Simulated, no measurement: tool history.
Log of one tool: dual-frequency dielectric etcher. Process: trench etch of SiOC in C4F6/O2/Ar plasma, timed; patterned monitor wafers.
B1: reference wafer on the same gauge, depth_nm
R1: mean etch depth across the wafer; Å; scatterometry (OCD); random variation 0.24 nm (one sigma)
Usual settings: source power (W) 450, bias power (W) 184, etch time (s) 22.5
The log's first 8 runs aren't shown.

{"run": 9, "hour": 92.1, "source power (W)": 450, "bias power (W)": 184, "etch time (s)": 17.5, "B1": 46.37, "R1": 326.3}
{"run": 10, "hour": 103.3, "source power (W)": 450, "bias power (W)": 218, "etch time (s)": 22.5, "B1": 46.32, "R1": 440.1}
{"run": 11, "hour": 120.1, "source power (W)": 450, "bias power (W)": 218, "etch time (s)": 22.5, "B1": 46.39, "R1": 435.7}
{"hour": 145.5, "done": "wet clean of the chamber"}
{"run": 12, "hour": 146.0, "source power (W)": 360, "bias power (W)": 216, "etch time (s)": 22.5, "B1": 46.34, "R1": 410.4}
{"run": 13, "hour": 146.3, "source power (W)": 360, "bias power (W)": 216, "etch time (s)": 22.5, "B1": 46.29, "R1": 409.4}
{"run": 14, "hour": 147.9, "source power (W)": 360, "bias power (W)": 216, "etch time (s)": 22.5, "B1": 46.23, "R1": 408.1}
{"hour": 173.3, "done": "upper electrode replaced"}
{"hour": 173.5, "done": "source power generator calibrated"}
{"run": 15, "hour": 173.8, "source power (W)": 450, "bias power (W)": 184, "etch time (s)": 22.5, "B1": 46.26, "R1": 441.8}
{"run": 16, "hour": 175.0, "source power (W)": 450, "bias power (W)": 184, "etch time (s)": 22.5, "B1": 46.28, "R1": 439.1}
{"run": 17, "hour": 192.0, "source power (W)": 450, "bias power (W)": 218, "etch time (s)": 22.5, "B1": 46.42, "R1": 453}
{"run": 18, "hour": 198.4, "source power (W)": 450, "bias power (W)": 184, "etch time (s)": 28, "B1": 46.31, "R1": 544}
{"run": 19, "hour": 213.2, "source power (W)": 480, "bias power (W)": 213, "etch time (s)": 19.5, "B1": 46.29, "R1": 398.1}
{"run": 20, "hour": 219.3, "source power (W)": 450, "bias power (W)": 184, "etch time (s)": 27, "B1": 46.28, "R1": 524.9}
{"hour": 223.7, "done": "bias power generator calibrated"}
{"run": 21, "hour": 236.5, "source power (W)": 450, "bias power (W)": 184, "etch time (s)": 24.5, "B1": 46.37, "R1": 476}
{"run": 22, "hour": 244.5, "source power (W)": 450, "bias power (W)": 184, "etch time (s)": 22.5, "B1": 46.2, "R1": 434.3}
{"run": 23, "hour": 251.8, "source power (W)": 450, "bias power (W)": 184, "etch time (s)": 22.5, "B1": 46.33, "R1": 436.1}
{"hour": 257.8, "done": "gauge calibrated"}
{"run": 24, "hour": 258.8, "source power (W)": 450, "bias power (W)": 184, "etch time (s)": 22.5, "B1": 46.28, "R1": 432.8}
{"run": 25, "hour": 269.8, "source power (W)": 370, "bias power (W)": 184, "etch time (s)": 22.5, "B1": 46.33, "R1": 393.3}
{"run": 26, "hour": 281.6, "source power (W)": 450, "bias power (W)": 184, "etch time (s)": 22.5, "B1": 46.31, "R1": 434.6}
{"run": 27, "hour": 292.7, "source power (W)": 540, "bias power (W)": 142, "etch time (s)": 29, "B1": 46.29, "R1": 576.2}
{"run": 28, "hour": 304.8, "source power (W)": 420, "bias power (W)": 184, "etch time (s)": 20.5, "B1": 46.38, "R1": 382.6}
{"run": 29, "hour": 316.1, "source power (W)": 450, "bias power (W)": 184, "etch time (s)": 22.5, "B1": 46.32, "R1": 435.4}
{"run": 30, "hour": 354.3, "source power (W)": 550, "bias power (W)": 184, "etch time (s)": 22.5, "B1": 46.26, "R1": 473.2}
{"run": 31, "hour": 370.6, "source power (W)": 370, "bias power (W)": 148, "etch time (s)": 25, "B1": 46.32, "R1": 412.9}

Forecast each of these 3 alternatives for the next run:
{"run": "A", "hour": 371.0, "source power (W)": 450, "bias power (W)": 184, "etch time (s)": 18, "B1": "?", "R1": "?"}
{"run": "B", "hour": 371.0, "source power (W)": 450, "bias power (W)": 184, "etch time (s)": 15.5, "B1": "?", "R1": "?"}
{"run": "C", "hour": 371.0, "source power (W)": 370, "bias power (W)": 145, "etch time (s)": 29, "B1": "?", "R1": "?"}

run=A B1=46.35 R1=338.9
run=B B1=46.35 R1=291.8
run=C B1=46.35 R1=475.7
Without the tool's hidden state the same runs would have given:
run=A R1=349
run=B R1=300.5
run=C R1=489.9
